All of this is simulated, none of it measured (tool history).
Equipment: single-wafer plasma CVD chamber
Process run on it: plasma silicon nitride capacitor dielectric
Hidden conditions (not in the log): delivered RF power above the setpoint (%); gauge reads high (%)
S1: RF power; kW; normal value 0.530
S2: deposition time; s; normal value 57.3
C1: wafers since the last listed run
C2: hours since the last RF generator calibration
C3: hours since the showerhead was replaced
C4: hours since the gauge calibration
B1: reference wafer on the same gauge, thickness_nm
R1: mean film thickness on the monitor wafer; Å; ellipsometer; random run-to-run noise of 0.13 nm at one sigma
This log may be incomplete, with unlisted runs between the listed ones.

run	hour	S1	S2	C1	C2	C3	C4	B1	R1
1	0.0	0.450	48.5	0	1549.3	7032.8	115.9	72.007	691.15
2	12.8	0.450	48.5	320	1562.1	7045.6	128.7	71.999	691.39
3	44.6	0.450	48.5	797	1593.9	7077.4	160.5	72.020	689.82
4	55.8	0.530	57.3	280	1605.1	7088.6	171.7	72.005	855.31
5	69.6	0.530	57.3	345	1618.9	7102.4	185.5	71.995	854.43
6	81.5	0.575	53.0	298	1630.8	7114.3	197.4	72.000	810.13
7	93.3	0.575	53.0	295	1642.6	7126.1	209.2	72.011	809.00
# hour 99.8: gauge calibrated
8	107.6	0.530	57.3	358	1656.9	7140.4	7.8	72.002	854.18
9	139.5	0.530	57.3	799	1688.8	7172.3	39.7	71.990	855.73
10	166.4	0.530	57.3	674	1715.7	7199.2	66.6	71.993	854.40
# hour 183.9: RF generator calibrated
11	184.4	0.530	57.3	250	0.5	7217.2	84.6	72.002	852.71
12	197.5	0.530	57.3	328	13.6	7230.3	97.7	71.990	853.36
13	205.0	0.615	50.0	188	21.1	7237.8	105.2	72.004	777.14
14	211.4	0.455	52.5	160	27.5	7244.2	111.6	72.009	751.02
15	218.4	0.635	65.6	175	34.5	7251.2	118.6	72.011	1029.89
# hour 229.6: showerhead replaced
16	232.0	0.600	65.2	140	48.1	2.4	132.2	71.997	1005.80
17	243.7	0.530	57.3	293	59.8	14.1	143.9	72.020	854.11
18	250.9	0.530	57.3	180	67.0	21.3	151.1	71.988	853.23
19	260.7	0.630	60.4	245	76.8	31.1	160.9	72.000	945.94
20	277.7	0.565	64.6	426	93.8	48.1	177.9	71.990	979.29
21	288.4	0.530	57.3	268	104.5	58.8	188.6	71.988	854.37
22	297.5	0.625	45.9	228	113.6	67.9	197.7	71.968	716.93
23	312.0	0.455	61.9	363	128.1	82.4	212.2	71.985	884.81
24	320.4	0.595	46.1	210	136.5	90.8	220.6	72.006	710.13

Here are 3 independent what-if runs from the current tool condition. What would each one return?
A	320.8	0.530	57.3	10	136.9	91.2	221.0	?	?
B	320.8	0.435	60.6	10	136.9	91.2	221.0	?	?
C	320.8	0.530	62.3	10	136.9	91.2	221.0	?	?

run	B1	R1
A	71.991	854.37
B	71.991	855.60
C	71.991	928.93
Stripped of hidden state, with their random variation kept, the same runs would have yielded:
run	R1
A	854.37
B	855.60
C	928.93

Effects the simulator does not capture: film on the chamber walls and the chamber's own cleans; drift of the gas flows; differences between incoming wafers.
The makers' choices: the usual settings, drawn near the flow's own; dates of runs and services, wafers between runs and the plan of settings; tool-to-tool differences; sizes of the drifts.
